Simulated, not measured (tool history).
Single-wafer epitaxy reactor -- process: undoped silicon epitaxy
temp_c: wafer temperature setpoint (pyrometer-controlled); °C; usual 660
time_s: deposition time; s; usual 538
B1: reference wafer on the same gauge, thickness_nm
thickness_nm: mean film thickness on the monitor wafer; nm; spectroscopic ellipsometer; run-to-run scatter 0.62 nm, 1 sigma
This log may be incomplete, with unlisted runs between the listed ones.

run 1 hour=0 | temp_c=660 time_s=538 | B1=115.044 | thickness_nm=112.818
run 2 hour=21.8 | temp_c=660 time_s=538 | B1=114.861 | thickness_nm=111.523
run 3 hour=33.8 | temp_c=660 time_s=538 | B1=114.904 | thickness_nm=111.978
run 4 hour=48.5 | temp_c=660 time_s=538 | B1=114.926 | thickness_nm=111.515
run 5 hour=68.4 | temp_c=660 time_s=538 | B1=115.103 | thickness_nm=113.499
run 6 hour=95.1 | temp_c=660 time_s=513 | B1=115.022 | thickness_nm=105.739
run 7 hour=119.4 | temp_c=666 time_s=569 | B1=115.071 | thickness_nm=131.914
run 8 hour=153.6 | temp_c=666 time_s=569 | B1=115.011 | thickness_nm=132.036
run 9 hour=186.2 | temp_c=666 time_s=569 | B1=114.981 | thickness_nm=133.39
run 10 hour=222 | temp_c=660 time_s=538 | B1=115.12 | thickness_nm=110.51
run 11 hour=240.7 | temp_c=660 time_s=538 | B1=114.943 | thickness_nm=111.085
run 12 hour=276.1 | temp_c=669 time_s=538 | B1=114.898 | thickness_nm=132.966
run 13 hour=296.8 | temp_c=669 time_s=538 | B1=115.11 | thickness_nm=132.74
run 14 hour=326.4 | temp_c=669 time_s=538 | B1=114.99 | thickness_nm=131.955
run 15 hour=383.2 | temp_c=660 time_s=538 | B1=114.874 | thickness_nm=109.715
run 16 hour=418.7 | temp_c=660 time_s=538 | B1=114.949 | thickness_nm=110.438
run 17 hour=436.6 | temp_c=660 time_s=538 | B1=114.961 | thickness_nm=109.468
run 18 hour=455.4 | temp_c=660 time_s=538 | B1=115.005 | thickness_nm=109.791
run 19 hour=469.2 | temp_c=660 time_s=538 | B1=114.95 | thickness_nm=110.371
run 20 hour=489.9 | temp_c=660 time_s=538 | B1=114.974 | thickness_nm=109.425
run 21 hour=508.1 | temp_c=666 time_s=482 | B1=114.986 | thickness_nm=110.735
run 22 hour=539.5 | temp_c=660 time_s=494 | B1=115.009 | thickness_nm=101.172
run 23 hour=574.8 | temp_c=670 time_s=577 | B1=114.99 | thickness_nm=141.804
run 24 hour=593.6 | temp_c=655 time_s=459 | B1=115.055 | thickness_nm=84.565
run 25 hour=612.4 | temp_c=660 time_s=538 | B1=114.974 | thickness_nm=108.594
-- hour=615.5 gauge calibrated
run 26 hour=644.6 | temp_c=660 time_s=538 | B1=115.051 | thickness_nm=108.68
run 27 hour=662.3 | temp_c=666 time_s=538 | B1=115.11 | thickness_nm=122.657
run 28 hour=688.6 | temp_c=660 time_s=574 | B1=114.931 | thickness_nm=115.479
run 29 hour=713 | temp_c=669 time_s=571 | B1=115.043 | thickness_nm=137.093
-- hour=744.3 pyrometer calibrated
run 30 hour=744.8 | temp_c=672 time_s=453 | B1=114.918 | thickness_nm=126.927
run 31 hour=756.5 | temp_c=650 time_s=538 | B1=115.076 | thickness_nm=98.351
run 32 hour=775.6 | temp_c=669 time_s=568 | B1=114.883 | thickness_nm=151.132
run 33 hour=846.2 | temp_c=675 time_s=538 | B1=115.018 | thickness_nm=160.517
run 34 hour=861.4 | temp_c=660 time_s=605 | B1=115.005 | thickness_nm=134.282
run 35 hour=881.9 | temp_c=660 time_s=513 | B1=114.964 | thickness_nm=114.773
run 36 hour=895.6 | temp_c=654 time_s=637 | B1=115.179 | thickness_nm=124.555
run 37 hour=915.6 | temp_c=670 time_s=580 | B1=114.903 | thickness_nm=155.725
run 38 hour=951.1 | temp_c=669 time_s=571 | B1=114.945 | thickness_nm=150.911
run 39 hour=1040.6 | temp_c=675 time_s=538 | B1=114.835 | thickness_nm=159.627
run 40 hour=1069.7 | temp_c=675 time_s=593 | B1=115.062 | thickness_nm=174.082

Alternative continuations, all from the tool just after run 40; predict every row:
run A hour=1070.2 | temp_c=660 time_s=538 | B1=? | thickness_nm=?
run B hour=1070.2 | temp_c=673 time_s=507 | B1=? | thickness_nm=?
run C hour=1070.2 | temp_c=653 time_s=636 | B1=? | thickness_nm=?

run=A B1=114.999 thickness_nm=118.789
run=B B1=114.999 thickness_nm=143.535
run=C B1=114.999 thickness_nm=122.513
Had the tool no hidden state, the same runs would have come out as:
run=A thickness_nm=118.467
run=B thickness_nm=143.155
run=C thickness_nm=122.176
